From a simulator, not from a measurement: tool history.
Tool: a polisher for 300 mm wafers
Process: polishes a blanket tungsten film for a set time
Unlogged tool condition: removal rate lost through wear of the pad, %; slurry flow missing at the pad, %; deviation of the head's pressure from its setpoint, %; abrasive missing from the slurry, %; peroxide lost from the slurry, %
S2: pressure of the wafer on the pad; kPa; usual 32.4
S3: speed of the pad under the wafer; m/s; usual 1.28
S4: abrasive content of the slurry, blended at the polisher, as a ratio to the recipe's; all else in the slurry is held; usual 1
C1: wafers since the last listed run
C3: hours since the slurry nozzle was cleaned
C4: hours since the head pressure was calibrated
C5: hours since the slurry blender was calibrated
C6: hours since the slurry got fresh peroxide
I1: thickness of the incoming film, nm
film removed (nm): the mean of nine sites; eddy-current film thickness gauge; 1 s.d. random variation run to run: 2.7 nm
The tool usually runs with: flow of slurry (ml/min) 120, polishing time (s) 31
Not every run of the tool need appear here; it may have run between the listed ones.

run 1 day=0 | flow_of_slurry_(ml/min)=120 S2=32.4 S3=1.62 S4=1 polishing_time_(s)=31 | C1=0 wafers_polished_on_this_pad=734 C3=330.4 C4=1025.7 C5=237.8 C6=16 | I1=660.4 | film_removed_(nm)=288.9
-- day=0.15 worn pad replaced by a new one
run 2 day=0.35 | flow_of_slurry_(ml/min)=120 S2=32.4 S3=1.62 S4=1 polishing_time_(s)=31 | C1=56 wafers_polished_on_this_pad=56 C3=338.8 C4=1034.1 C5=246.2 C6=24.4 | I1=656 | film_removed_(nm)=287.6
run 3 day=0.842 | flow_of_slurry_(ml/min)=120 S2=32.4 S3=1.62 S4=1 polishing_time_(s)=31 | C1=139 wafers_polished_on_this_pad=195 C3=350.6 C4=1045.9 C5=258 C6=36.2 | I1=663.9 | film_removed_(nm)=290
run 4 day=1.092 | flow_of_slurry_(ml/min)=130 S2=32.4 S3=1.1 S4=1 polishing_time_(s)=31 | C1=70 wafers_polished_on_this_pad=266 C3=356.6 C4=1051.9 C5=264 C6=42.2 | I1=659.3 | film_removed_(nm)=225.2
run 5 day=1.433 | flow_of_slurry_(ml/min)=120 S2=32.4 S3=1.28 S4=1 polishing_time_(s)=31 | C1=96 wafers_polished_on_this_pad=362 C3=364.8 C4=1060.1 C5=272.2 C6=50.4 | I1=660 | film_removed_(nm)=243.1
run 6 day=2.096 | flow_of_slurry_(ml/min)=120 S2=26.9 S3=1.28 S4=1 polishing_time_(s)=31 | C1=187 wafers_polished_on_this_pad=550 C3=380.7 C4=1076 C5=288.1 C6=66.3 | I1=654 | film_removed_(nm)=216.7
run 7 day=2.467 | flow_of_slurry_(ml/min)=120 S2=26.9 S3=1.28 S4=1 polishing_time_(s)=31 | C1=105 wafers_polished_on_this_pad=655 C3=389.6 C4=1084.9 C5=297 C6=75.2 | I1=662 | film_removed_(nm)=213.8
-- day=2.817 worn pad replaced by a new one
run 8 day=2.838 | flow_of_slurry_(ml/min)=120 S2=32.4 S3=1.28 S4=1 polishing_time_(s)=31 | C1=57 wafers_polished_on_this_pad=5 C3=398.5 C4=1093.8 C5=305.9 C6=84.1 | I1=661.1 | film_removed_(nm)=242.6
run 9 day=3.038 | flow_of_slurry_(ml/min)=120 S2=32.4 S3=1.28 S4=1 polishing_time_(s)=31 | C1=56 wafers_polished_on_this_pad=62 C3=403.3 C4=1098.6 C5=310.7 C6=88.9 | I1=667.9 | film_removed_(nm)=237.2
run 10 day=3.375 | flow_of_slurry_(ml/min)=120 S2=32.4 S3=1.28 S4=1 polishing_time_(s)=31 | C1=95 wafers_polished_on_this_pad=157 C3=411.4 C4=1106.7 C5=318.8 C6=97 | I1=665.1 | film_removed_(nm)=236.7
-- day=4.012 head pressure recalibrated
run 11 day=4.033 | flow_of_slurry_(ml/min)=120 S2=32.4 S3=1.28 S4=1 polishing_time_(s)=31 | C1=162 wafers_polished_on_this_pad=320 C3=427.2 C4=0.5 C5=334.6 C6=112.8 | I1=663.8 | film_removed_(nm)=238.6
run 12 day=4.562 | flow_of_slurry_(ml/min)=120 S2=32.4 S3=1.28 S4=1 polishing_time_(s)=31 | C1=149 wafers_polished_on_this_pad=470 C3=439.9 C4=13.2 C5=347.3 C6=125.5 | I1=656.3 | film_removed_(nm)=235.4
run 13 day=4.912 | flow_of_slurry_(ml/min)=120 S2=32.4 S3=1.18 S4=1 polishing_time_(s)=31 | C1=99 wafers_polished_on_this_pad=569 C3=448.3 C4=21.6 C5=355.7 C6=133.9 | I1=670.2 | film_removed_(nm)=225.1
-- day=5.271 slurry nozzle cleaned
-- day=5.462 worn pad replaced by a new one
run 14 day=5.525 | flow_of_slurry_(ml/min)=160 S2=24.8 S3=1.28 S4=1.1 polishing_time_(s)=31 | C1=114 wafers_polished_on_this_pad=18 C3=6.1 C4=36.3 C5=370.4 C6=148.6 | I1=659.7 | film_removed_(nm)=210.5
-- day=6.133 slurry blender recalibrated
run 15 day=6.154 | flow_of_slurry_(ml/min)=120 S2=32.4 S3=1.28 S4=0.8 polishing_time_(s)=22 | C1=154 wafers_polished_on_this_pad=172 C3=21.2 C4=51.4 C5=0.5 C6=163.7 | I1=658 | film_removed_(nm)=157.4
run 16 day=6.838 | flow_of_slurry_(ml/min)=120 S2=32.4 S3=1.28 S4=1 polishing_time_(s)=31 | C1=193 wafers_polished_on_this_pad=366 C3=37.6 C4=67.8 C5=16.9 C6=180.1 | I1=661.8 | film_removed_(nm)=230.5
-- day=7.038 slurry tank refilled with fresh slurry and peroxide
run 17 day=7.55 | flow_of_slurry_(ml/min)=105 S2=32.4 S3=1.28 S4=1 polishing_time_(s)=31 | C1=190 wafers_polished_on_this_pad=556 C3=54.7 C4=84.9 C5=34 C6=12.3 | I1=669.1 | film_removed_(nm)=245
-- day=8.062 worn pad replaced by a new one
run 18 day=8.083 | flow_of_slurry_(ml/min)=120 S2=32.4 S3=1.28 S4=1 polishing_time_(s)=31 | C1=103 wafers_polished_on_this_pad=5 C3=67.5 C4=97.7 C5=46.8 C6=25.1 | I1=666.2 | film_removed_(nm)=250.2
run 19 day=8.496 | flow_of_slurry_(ml/min)=120 S2=40 S3=1.28 S4=1 polishing_time_(s)=31 | C1=116 wafers_polished_on_this_pad=122 C3=77.4 C4=107.6 C5=56.7 C6=35 | I1=657 | film_removed_(nm)=292.6
run 20 day=9.212 | flow_of_slurry_(ml/min)=120 S2=28.3 S3=1.28 S4=0.85 polishing_time_(s)=22 | C1=203 wafers_polished_on_this_pad=325 C3=94.6 C4=124.8 C5=73.9 C6=52.2 | I1=673.3 | film_removed_(nm)=150

The next listed run, before its measurement:
run 21 day=9.721 | flow_of_slurry_(ml/min)=120 S2=39.3 S3=1.28 S4=1 polishing_time_(s)=22 | C1=143 wafers_polished_on_this_pad=469 C3=106.8 C4=137 C5=86.1 C6=64.4 | I1=660 | film_removed_(nm)=?

For run 21 the tool returned film removed (nm) 200.2.
The same run, on a tool lacking any hidden state, would have yielded film removed (nm) 206.4.
